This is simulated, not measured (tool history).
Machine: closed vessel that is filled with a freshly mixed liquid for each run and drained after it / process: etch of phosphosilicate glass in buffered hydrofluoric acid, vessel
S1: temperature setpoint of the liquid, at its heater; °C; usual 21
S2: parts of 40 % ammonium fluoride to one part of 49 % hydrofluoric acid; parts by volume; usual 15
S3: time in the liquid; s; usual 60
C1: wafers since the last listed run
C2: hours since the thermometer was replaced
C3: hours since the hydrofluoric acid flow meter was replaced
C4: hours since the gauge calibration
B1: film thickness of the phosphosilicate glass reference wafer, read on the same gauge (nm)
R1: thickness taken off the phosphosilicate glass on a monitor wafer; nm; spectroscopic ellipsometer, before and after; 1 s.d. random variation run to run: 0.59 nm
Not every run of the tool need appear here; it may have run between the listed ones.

| run | day | S1 | S2 | S3 | C1 | C2 | C3 | C4 | B1 | R1 |
|---|---|---|---|---|---|---|---|---|---|---|
| 1 | 0 | 19.5 | 15 | 60 | 0 | 2164.9 | 1144.5 | 136.5 | 40 | 108.43 |
| 2 | 0.738 | 19.5 | 15 | 60 | 1975 | 2182.6 | 1162.2 | 154.2 | 39.98 | 109.33 |
| 3 | 1.338 | 21 | 15 | 60 | 1607 | 2197 | 1176.6 | 168.6 | 39.99 | 119.03 |
| 4 | 1.721 | 21 | 15 | 60 | 1026 | 2206.2 | 1185.8 | 177.8 | 39.99 | 119.24 |
| 5 | 2.312 | 23.5 | 15 | 60 | 1585 | 2220.4 | 1200 | 192 | 40 | 136.44 |
| 6 | 4.425 | 21 | 15 | 60 | 5659 | 2271.1 | 1250.7 | 242.7 | 40 | 119.51 |
| 7 | 4.742 | 21 | 15 | 60 | 848 | 2278.7 | 1258.3 | 250.3 | 40.02 | 119.54 |
| 8 | 5.358 | 21 | 13.5 | 60 | 1652 | 2293.5 | 1273.1 | 265.1 | 39.99 | 132.54 |
| 9 | 6.004 | 21 | 13.5 | 60 | 1730 | 2309 | 1288.6 | 280.6 | 40.02 | 132.82 |
| 10 | 6.521 | 21 | 15 | 60 | 1384 | 2321.4 | 1301 | 293 | 40.01 | 118.94 |
|  | 7.1 | thermometer replaced |
| 11 | 7.121 | 21 | 15 | 60 | 1495 | 0.5 | 1315.4 | 307.4 | 40.02 | 134.91 |
| 12 | 7.7 | 21 | 15 | 60 | 1551 | 14.4 | 1329.3 | 321.3 | 40.02 | 134.68 |
| 13 | 7.967 | 21 | 15 | 40 | 714 | 20.8 | 1335.7 | 327.7 | 40.01 | 89.5 |
| 14 | 8.421 | 21 | 15 | 40 | 1216 | 31.7 | 1346.6 | 338.6 | 40 | 89.96 |
| 15 | 9.05 | 26 | 9.5 | 35 | 1685 | 46.8 | 1361.7 | 353.7 | 40.01 | 157.01 |
| 16 | 9.438 | 21 | 15 | 45 | 1038 | 56.1 | 1371 | 363 | 40 | 100.19 |
| 17 | 11.308 | 21 | 15 | 60 | 5012 | 101 | 1415.9 | 407.9 | 39.97 | 134.03 |
| 18 | 11.925 | 21 | 19 | 60 | 1652 | 115.8 | 1430.7 | 422.7 | 39.99 | 106.39 |
| 19 | 12.354 | 17.5 | 15 | 60 | 1149 | 126.1 | 1441 | 433 | 40.03 | 110.49 |
| 20 | 12.892 | 21 | 15 | 95 | 1439 | 139 | 1453.9 | 445.9 | 40.01 | 214.45 |
|  | 13.075 | gauge calibrated |
|  | 13.117 | hydrofluoric acid flow meter replaced |
| 21 | 13.608 | 17 | 15 | 45 | 1808 | 156.2 | 11.8 | 12.8 | 40 | 72.21 |
| 22 | 14.15 | 17.5 | 17.5 | 70 | 1451 | 169.2 | 24.8 | 25.8 | 40.01 | 99.07 |
| 23 | 15.204 | 21 | 10 | 40 | 2824 | 194.5 | 50.1 | 51.1 | 40.01 | 118.75 |
| 24 | 15.667 | 21 | 15 | 60 | 1239 | 205.6 | 61.2 | 62.2 | 40.01 | 120.75 |
| 25 | 16.212 | 21 | 15 | 60 | 1462 | 218.7 | 74.3 | 75.3 | 40.01 | 121.52 |
| 26 | 16.829 | 22.5 | 15 | 60 | 1652 | 233.5 | 89.1 | 90.1 | 40.02 | 131.86 |
| 27 | 17.096 | 21 | 17.5 | 60 | 714 | 239.9 | 95.5 | 96.5 | 39.99 | 103.96 |
| 28 | 17.412 | 19.5 | 11.5 | 60 | 848 | 247.5 | 103.1 | 104.1 | 40 | 144.18 |
| 29 | 19.621 | 23.5 | 15 | 85 | 5916 | 300.5 | 156.1 | 157.1 | 40 | 197.73 |

What if the next run were any one of these 4? Each begins from the tool's condition after run 29:
| A | 19.65 | 21 | 15 | 85 | 78 | 301.2 | 156.8 | 157.8 | ? | ? |
| B | 19.65 | 21 | 11.5 | 45 | 78 | 301.2 | 156.8 | 157.8 | ? | ? |
| C | 19.65 | 22.5 | 19.5 | 75 | 78 | 301.2 | 156.8 | 157.8 | ? | ? |
| D | 19.65 | 21 | 15 | 30 | 78 | 301.2 | 156.8 | 157.8 | ? | ? |

| run | B1 | R1 |
|---|---|---|
| A | 39.98 | 170.36 |
| B | 39.98 | 117.02 |
| C | 39.98 | 126.16 |
| D | 39.98 | 60.13 |
What these runs would have given with no unlogged condition in the tool:
| run | R1 |
|---|---|
| A | 171.04 |
| B | 117.5 |
| C | 126.64 |
| D | 60.37 |
